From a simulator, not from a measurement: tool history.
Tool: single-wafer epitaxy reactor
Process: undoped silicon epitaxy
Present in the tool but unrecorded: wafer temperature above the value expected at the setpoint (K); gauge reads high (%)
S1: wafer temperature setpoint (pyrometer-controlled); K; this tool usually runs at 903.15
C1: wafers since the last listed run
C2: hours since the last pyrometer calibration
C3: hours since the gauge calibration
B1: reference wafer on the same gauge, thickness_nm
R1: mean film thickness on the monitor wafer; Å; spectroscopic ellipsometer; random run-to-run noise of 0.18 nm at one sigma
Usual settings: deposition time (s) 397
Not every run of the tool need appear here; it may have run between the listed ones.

Run 1, hour 0: usual settings but S1 911.15 K, deposition time (s) 433; C1 0; C2 393.6; C3 1265; B1 44.473. Result: R1 518.96 Å.
Run 2, hour 151: usual settings but S1 911.15 K, deposition time (s) 433; C1 993; C2 544.6; C3 1416; B1 44.509. Result: R1 517.42 Å.
Run 3, hour 218.3: usual settings but S1 911.15 K, deposition time (s) 433; C1 442; C2 611.9; C3 1483.3; B1 44.454. Result: R1 513.37 Å.
Run 4, hour 292: usual settings; C1 484; C2 685.6; C3 1557; B1 44.475. Result: R1 398.66 Å.
Run 5, hour 398.5: usual settings; C1 700; C2 792.1; C3 1663.5; B1 44.514. Result: R1 395.32 Å.
At hour 418.6: pyrometer calibrated.
Run 6, hour 468.8: usual settings; C1 409; C2 50.2; C3 1733.8; B1 44.511. Result: R1 414.59 Å.
Run 7, hour 569.2: usual settings; C1 660; C2 150.6; C3 1834.2; B1 44.543. Result: R1 414.86 Å.
Run 8, hour 634.3: usual settings; C1 428; C2 215.7; C3 1899.3; B1 44.494. Result: R1 412.51 Å.
Run 9, hour 715.3: usual settings but deposition time (s) 334; C1 532; C2 296.7; C3 1980.3; B1 44.533. Result: R1 346.51 Å.
Run 10, hour 776.9: usual settings but deposition time (s) 334; C1 405; C2 358.3; C3 2041.9; B1 44.496. Result: R1 345.98 Å.
Run 11, hour 877.7: usual settings; C1 663; C2 459.1; C3 2142.7; B1 44.517. Result: R1 406.89 Å.
Run 12, hour 926.6: usual settings; C1 321; C2 508; C3 2191.6; B1 44.485. Result: R1 402.41 Å.
Run 13, hour 991.2: usual settings; C1 424; C2 572.6; C3 2256.2; B1 44.504. Result: R1 402.65 Å.
Run 14, hour 1032.9: usual settings but S1 910.15 K; C1 274; C2 614.3; C3 2297.9; B1 44.5. Result: R1 464.63 Å.
Run 15, hour 1116.6: usual settings; C1 550; C2 698; C3 2381.6; B1 44.542. Result: R1 398.79 Å.
Run 16, hour 1155.4: usual settings; C1 255; C2 736.8; C3 2420.4; B1 44.456. Result: R1 401.32 Å.
Run 17, hour 1197.8: usual settings; C1 278; C2 779.2; C3 2462.8; B1 44.453. Result: R1 396.74 Å.
At hour 1254.6: pyrometer calibrated.
Run 18, hour 1294.3: usual settings; C1 582; C2 39.7; C3 2559.3; B1 44.532. Result: R1 378.83 Å.
Run 19, hour 1486.4: usual settings; C1 1263; C2 231.8; C3 2751.4; B1 44.474. Result: R1 374.45 Å.
Run 20, hour 1589.2: usual settings; C1 676; C2 334.6; C3 2854.2; B1 44.456. Result: R1 373.52 Å.
Run 21, hour 1679.1: usual settings but S1 891.15 K, deposition time (s) 372; C1 591; C2 424.5; C3 2944.1; B1 44.521. Result: R1 269.98 Å.
Run 22, hour 1765.4: usual settings but S1 889.15 K, deposition time (s) 448; C1 567; C2 510.8; C3 3030.4; B1 44.553. Result: R1 312.06 Å.
At hour 1820.1: pyrometer calibrated, repeated, since the last time left the tool worse.
Run 23, hour 1839.9: usual settings; C1 437; C2 19.8; C3 3104.9; B1 44.463. Result: R1 417.41 Å.
Run 24, hour 1944.5: usual settings but S1 908.15 K, deposition time (s) 340; C1 688; C2 124.4; C3 3209.5; B1 44.475. Result: R1 392.83 Å.
Run 25, hour 1985.2: usual settings but deposition time (s) 474; C1 267; C2 165.1; C3 3250.2; B1 44.471. Result: R1 492.13 Å.
Run 26, hour 2085.1: usual settings but S1 912.15 K, deposition time (s) 469; C1 657; C2 265; C3 3350.1; B1 44.454. Result: R1 578.4 Å.
Run 27, hour 2141.7: usual settings; C1 372; C2 321.6; C3 3406.7; B1 44.541. Result: R1 407.46 Å.
At hour 2207.8: gauge calibrated.
Run 28, hour 2208.9: usual settings but S1 915.15 K, deposition time (s) 426; C1 442; C2 388.8; C3 1.1; B1 44.534. Result: R1 558.97 Å.

Run 29 has not been measured yet. What should we expect?
Run 29, hour 2275.7: usual settings but deposition time (s) 347; C1 439; C2 455.6; C3 67.9; B1 ?. Result: R1 ?.

{"run 29": {"B1": 44.502, "R1": 354.48}}
On a tool with no hidden condition, and with the same random variation, this run would have come out at R1 363.19 Å.

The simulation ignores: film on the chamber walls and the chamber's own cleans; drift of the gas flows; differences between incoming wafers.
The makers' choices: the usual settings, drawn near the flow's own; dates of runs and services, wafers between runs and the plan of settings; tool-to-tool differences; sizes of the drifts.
